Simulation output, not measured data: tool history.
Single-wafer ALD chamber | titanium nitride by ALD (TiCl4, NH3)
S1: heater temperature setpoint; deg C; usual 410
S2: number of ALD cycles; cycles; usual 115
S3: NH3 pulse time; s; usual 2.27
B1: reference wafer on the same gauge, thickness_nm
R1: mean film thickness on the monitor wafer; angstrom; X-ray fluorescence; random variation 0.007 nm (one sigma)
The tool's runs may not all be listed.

run   hour   S1   S2    S3     B1     R1
  1    0.0  410  115  2.27  2.810  27.82
  2   12.1  410  115  2.27  2.811  27.90
  3   29.0  410  115  2.27  2.810  27.85
  4   40.2  410  115  2.27  2.812  27.90
  5   47.3  417  115  2.70  2.811  28.11
  6   64.0  410  115  2.27  2.812  27.87
  7   77.0  410  115  2.27  2.808  27.99
  8   91.8  410  115  2.27  2.811  27.87
  9  110.6  410  115  2.27  2.808  28.02
 10  136.9  410  100  2.27  2.806  24.25
 11  143.2  418  133  2.27  2.808  32.35
 12  156.1  410  134  2.72  2.811  32.76
 13  170.9  410  115  2.27  2.809  27.91
 14  186.3  410  121  1.81  2.811  29.20
 15  200.7  406  115  2.27  2.810  27.83

Not shown: 3 entries that the log had between the listed runs. Between which runs, and how does the tool's hidden state differ before and after?
Between runs 8 and 9: thermocouple changed; heater temperature recalibrated (hour 110.1)
  no hidden state differs between the two runs
Between runs 9 and 10: showerhead replaced (hour 125.6)
  no hidden state differs between the two runs
Between runs 11 and 12: gauge calibrated (hour 153.6)
  no hidden state differs between the two runs
